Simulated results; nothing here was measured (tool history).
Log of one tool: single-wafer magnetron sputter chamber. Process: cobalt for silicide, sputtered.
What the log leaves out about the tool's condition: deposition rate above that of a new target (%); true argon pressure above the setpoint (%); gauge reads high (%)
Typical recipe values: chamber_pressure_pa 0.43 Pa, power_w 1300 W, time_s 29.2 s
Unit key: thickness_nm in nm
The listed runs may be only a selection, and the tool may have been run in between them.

| run | hour | chamber_pressure_pa | power_w | time_s | wafers since the last listed run | wafers on the sputter target | hours since the last manometer calibration | hours since the magnet pack was replaced | hours since the gauge calibration | read-back reference wafer on the same gauge, thickness_nm | thickness_nm |
|---|---|---|---|---|---|---|---|---|---|---|---|
| 1 | 0 | 0.43 | 1300 | 29.2 | 0 | 313 | 1562.1 | 7304.3 | 97.3 | 17.204 | 17.174 |
| 2 | 16.6 | 0.43 | 1300 | 29.2 | 306 | 619 | 1578.7 | 7320.9 | 113.9 | 17.187 | 17.185 |
| 3 | 32.8 | 0.43 | 1300 | 29.2 | 299 | 918 | 1594.9 | 7337.1 | 130.1 | 17.192 | 17.15 |
| 4 | 38.8 | 0.43 | 1300 | 29.2 | 110 | 1029 | 1600.9 | 7343.1 | 136.1 | 17.198 | 17.093 |
| 5 | 47.9 | 0.43 | 1300 | 29.2 | 168 | 1197 | 1610 | 7352.2 | 145.2 | 17.195 | 17.015 |
|  | 68.7 | magnet pack replaced |
| 6 | 69.2 | 0.43 | 1300 | 31.5 | 245 | 1443 | 1631.3 | 0.5 | 166.5 | 17.222 | 18.519 |
| 7 | 79.2 | 0.43 | 1300 | 33.4 | 184 | 1627 | 1641.3 | 10.5 | 176.5 | 17.19 | 19.659 |
| 8 | 92.6 | 0.527 | 1150 | 29.2 | 247 | 1875 | 1654.7 | 23.9 | 189.9 | 17.196 | 15.627 |

Expected results for the next run?
|  | 112.9 | capacitance manometer re-zeroed and calibrated |
| 9 | 113.4 | 0.522 | 1550 | 32.8 | 236 | 2111 | 0.5 | 44.7 | 210.7 | ? | ? |

read-back reference wafer on the same gauge, thickness_nm: 17.205
thickness_nm: 20.85 nm
Without the tool's hidden state the same run would have given thickness_nm 20.85 nm.

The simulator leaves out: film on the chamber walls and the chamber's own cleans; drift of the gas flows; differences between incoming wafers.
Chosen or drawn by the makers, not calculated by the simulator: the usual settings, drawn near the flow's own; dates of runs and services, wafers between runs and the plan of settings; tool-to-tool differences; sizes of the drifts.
